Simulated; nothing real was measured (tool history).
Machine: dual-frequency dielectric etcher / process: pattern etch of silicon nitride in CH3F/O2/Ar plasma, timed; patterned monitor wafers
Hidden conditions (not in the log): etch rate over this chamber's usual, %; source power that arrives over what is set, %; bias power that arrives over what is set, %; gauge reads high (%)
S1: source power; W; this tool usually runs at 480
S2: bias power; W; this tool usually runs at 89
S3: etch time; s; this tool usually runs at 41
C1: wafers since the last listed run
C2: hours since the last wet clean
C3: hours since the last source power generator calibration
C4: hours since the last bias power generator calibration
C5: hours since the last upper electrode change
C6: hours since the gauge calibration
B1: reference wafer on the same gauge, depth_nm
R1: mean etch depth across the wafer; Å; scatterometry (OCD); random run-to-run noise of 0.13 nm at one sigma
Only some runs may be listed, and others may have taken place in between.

run,hour,S1,S2,S3,C1,C2,C3,C4,C5,C6,B1,R1
1,0,480,89,41,0,282.7,3131.5,2197.8,2062.1,49.4,36.29,314.6
2,22,480,89,41,435,304.7,3153.5,2219.8,2084.1,71.4,36.27,315.7
3,52.5,480,89,41,603,335.2,3184,2250.3,2114.6,101.9,36.3,313.7
4,67.9,480,89,41,304,350.6,3199.4,2265.7,2130,117.3,36.33,313
# hour 79.5: gauge calibrated
5,82.1,480,89,41,281,364.8,3213.6,2279.9,2144.2,2.6,36.26,312.9
6,107.6,480,89,41,504,390.3,3239.1,2305.4,2169.7,28.1,36.33,311.3
7,124.8,480,89,41,340,407.5,3256.3,2322.6,2186.9,45.3,36.29,312.9
# hour 132.9: bias power generator calibrated
# hour 161.5: upper electrode replaced
# hour 170.1: wet clean of the chamber
8,170.6,580,76,53,181,0.5,3302.1,37.7,9.1,91.1,36.33,432.5
9,171,480,89,41,7,0.9,3302.5,38.1,9.5,91.5,36.28,328
10,182,600,107,48,217,11.9,3313.5,49.1,20.5,102.5,36.32,449
# hour 191.8: gauge calibrated
# hour 200.6: source power generator calibrated
11,201.1,480,89,41,298,31,0.5,68.2,39.6,9.3,36.36,326.6
12,224.5,480,89,47.5,463,54.4,23.9,91.6,63,32.7,36.32,376.7

Expected results for the next run?
13,238.3,420,89,41,273,68.2,37.7,105.4,76.8,46.5,?,?

B1: 36.33
R1: 304 Å
On a tool with no hidden condition, and with the same random variation, this run would have come out at R1 307.6 Å.
